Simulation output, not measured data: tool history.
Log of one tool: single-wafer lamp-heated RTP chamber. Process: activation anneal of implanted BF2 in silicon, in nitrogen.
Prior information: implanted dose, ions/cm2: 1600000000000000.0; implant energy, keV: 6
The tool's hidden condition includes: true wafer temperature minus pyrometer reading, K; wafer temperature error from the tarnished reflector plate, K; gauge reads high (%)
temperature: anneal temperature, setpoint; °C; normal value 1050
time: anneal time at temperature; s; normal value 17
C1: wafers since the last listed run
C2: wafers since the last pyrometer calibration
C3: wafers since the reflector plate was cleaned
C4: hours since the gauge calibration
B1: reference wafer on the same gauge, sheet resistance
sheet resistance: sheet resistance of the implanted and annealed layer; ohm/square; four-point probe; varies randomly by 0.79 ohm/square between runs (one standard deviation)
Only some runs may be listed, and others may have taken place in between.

{"run": 1, "hour": 0.0, "temperature": 1050, "time": 17, "C1": 0, "C2": 5337, "C3": 224, "C4": 632.2, "B1": 129.18, "sheet resistance": 152.7}
{"run": 2, "hour": 100.0, "temperature": 1050, "time": 17, "C1": 1404, "C2": 6742, "C3": 1628, "C4": 732.2, "B1": 128.86, "sheet resistance": 152.49}
{"hour": 160.4, "done": "pyrometer window cleaned and pyrometer calibrated"}
{"run": 3, "hour": 160.9, "temperature": 1050, "time": 17, "C1": 743, "C2": 6, "C3": 2371, "C4": 793.1, "B1": 128.97, "sheet resistance": 158.74}
{"run": 4, "hour": 237.3, "temperature": 1058, "time": 10, "C1": 1073, "C2": 1079, "C3": 3445, "C4": 869.5, "B1": 128.94, "sheet resistance": 167.15}
{"run": 5, "hour": 288.8, "temperature": 1058, "time": 10, "C1": 723, "C2": 1803, "C3": 4168, "C4": 921, "B1": 129.09, "sheet resistance": 167}
{"run": 6, "hour": 345.4, "temperature": 1050, "time": 17, "C1": 795, "C2": 2598, "C3": 4963, "C4": 977.6, "B1": 129.05, "sheet resistance": 155.88}
{"run": 7, "hour": 415.8, "temperature": 1050, "time": 17, "C1": 988, "C2": 3587, "C3": 5952, "C4": 1048, "B1": 128.91, "sheet resistance": 152.57}
{"hour": 484.9, "done": "reflector plate cleaned"}
{"run": 8, "hour": 485.4, "temperature": 1050, "time": 17, "C1": 865, "C2": 4452, "C3": 7, "C4": 1117.6, "B1": 129.06, "sheet resistance": 153.31}
{"run": 9, "hour": 559.4, "temperature": 1065, "time": 17, "C1": 1039, "C2": 5491, "C3": 1046, "C4": 1191.6, "B1": 129.11, "sheet resistance": 136.46}
{"hour": 612.0, "done": "pyrometer window cleaned and pyrometer calibrated"}
{"run": 10, "hour": 638.4, "temperature": 1065, "time": 17, "C1": 997, "C2": 371, "C3": 2044, "C4": 1270.6, "B1": 129.1, "sheet resistance": 141.87}
{"run": 11, "hour": 679.6, "temperature": 1050, "time": 17, "C1": 578, "C2": 949, "C3": 2622, "C4": 1311.8, "B1": 129.05, "sheet resistance": 156.48}
{"run": 12, "hour": 763.7, "temperature": 1050, "time": 17, "C1": 1181, "C2": 2131, "C3": 3804, "C4": 1395.9, "B1": 128.81, "sheet resistance": 155.65}
{"run": 13, "hour": 811.6, "temperature": 1050, "time": 17, "C1": 672, "C2": 2804, "C3": 4476, "C4": 1443.8, "B1": 128.97, "sheet resistance": 153.16}
{"hour": 850.1, "done": "gauge calibrated"}
{"run": 14, "hour": 881.9, "temperature": 1050, "time": 20, "C1": 987, "C2": 3791, "C3": 5464, "C4": 31.8, "B1": 128.92, "sheet resistance": 147.7}
{"run": 15, "hour": 969.3, "temperature": 1040, "time": 23, "C1": 1227, "C2": 5019, "C3": 6691, "C4": 119.2, "B1": 129.16, "sheet resistance": 153.49}
{"run": 16, "hour": 1043.8, "temperature": 1077, "time": 14, "C1": 1046, "C2": 6065, "C3": 7738, "C4": 193.7, "B1": 129.09, "sheet resistance": 133.93}
{"hour": 1111.6, "done": "pyrometer window cleaned and pyrometer calibrated"}
{"hour": 1112.5, "done": "reflector plate cleaned"}
{"run": 17, "hour": 1113.0, "temperature": 1050, "time": 17, "C1": 847, "C2": 7, "C3": 7, "C4": 262.9, "B1": 128.83, "sheet resistance": 157.79}
{"run": 18, "hour": 1187.4, "temperature": 1050, "time": 17, "C1": 1045, "C2": 1052, "C3": 1052, "C4": 337.3, "B1": 128.98, "sheet resistance": 156.62}
{"run": 19, "hour": 1281.5, "temperature": 1026, "time": 25, "C1": 1321, "C2": 2374, "C3": 2374, "C4": 431.4, "B1": 129.05, "sheet resistance": 167.12}
{"run": 20, "hour": 1383.9, "temperature": 1039, "time": 24, "C1": 1438, "C2": 3812, "C3": 3812, "C4": 533.8, "B1": 128.95, "sheet resistance": 154.95}

Run 21 comes next. What will it give?
{"run": 21, "hour": 1453.9, "temperature": 1040, "time": 26, "C1": 983, "C2": 4795, "C3": 4795, "C4": 603.8, "B1": "?", "sheet resistance": "?"}

B1: 129.05
sheet resistance: 150.37 ohm/square
Without the tool's hidden state the same run would have given sheet resistance 155.53 ohm/square.

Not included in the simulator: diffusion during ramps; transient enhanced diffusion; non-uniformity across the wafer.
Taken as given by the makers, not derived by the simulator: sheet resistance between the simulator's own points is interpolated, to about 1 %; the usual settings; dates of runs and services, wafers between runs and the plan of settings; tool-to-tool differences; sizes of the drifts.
